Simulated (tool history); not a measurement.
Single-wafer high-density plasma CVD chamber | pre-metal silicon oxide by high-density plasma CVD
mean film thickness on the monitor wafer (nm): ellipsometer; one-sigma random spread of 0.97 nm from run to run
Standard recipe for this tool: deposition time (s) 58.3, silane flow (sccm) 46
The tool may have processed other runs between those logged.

run,hour,deposition time (s),silane flow (sccm),"read-back reference wafer on the same gauge, thickness_nm",mean film thickness on the monitor wafer (nm)
1,0,58.3,46,256.734,243.246
2,82.6,58.3,46,256.776,245.027
3,179.9,58.3,46,256.518,245.147
4,272.4,53.7,44,256.798,214.068
5,331.4,53.7,44,256.432,214.543
6,437.1,58.3,46,256.698,245.679
7,519.2,58.3,46,256.928,245.291
8,616.5,55,43,256.946,215.673
9,659.5,58.3,42,256.431,222.957
# hour 672.7: gauge calibrated
10,722.1,58.3,42,261.461,226.095
11,810,66.8,52,260.516,321.309
# hour 825.5: silane flow controller replaced
12,888.7,69.2,46,259.862,294.752
13,977,58.3,46,259.396,247.033
14,1025.5,66,50,259.343,304.272
15,1119.6,53.3,41,258.742,199.016
16,1165.7,58.3,46,258.632,246.794
17,1269.5,66.4,46,257.987,280.04
18,1378.7,67.4,41,257.876,251.756
19,1643.1,58.3,46,256.897,243.727
20,1729.8,49.7,51,256.826,230.662

Consider 5 possible next runs. They are alternatives, not a sequence: every one starts from the tool as it was left by run 20. What does each give?
A,1730.2,58.3,39,?,?
B,1730.2,53.3,46,?,?
C,1730.2,58.3,54,?,?
D,1730.2,62.1,46,?,?
E,1730.2,53,46,?,?

run,"read-back reference wafer on the same gauge, thickness_nm",mean film thickness on the monitor wafer (nm)
A,256.747,207.524
B,256.747,223.78
C,256.747,287.341
D,256.747,260.726
E,256.747,222.52
With the hidden condition removed and each run's random variation left untouched, the same runs would have given:
run,mean film thickness on the monitor wafer (nm)
A,211.713
B,228.296
C,293.141
D,265.989
E,227.011
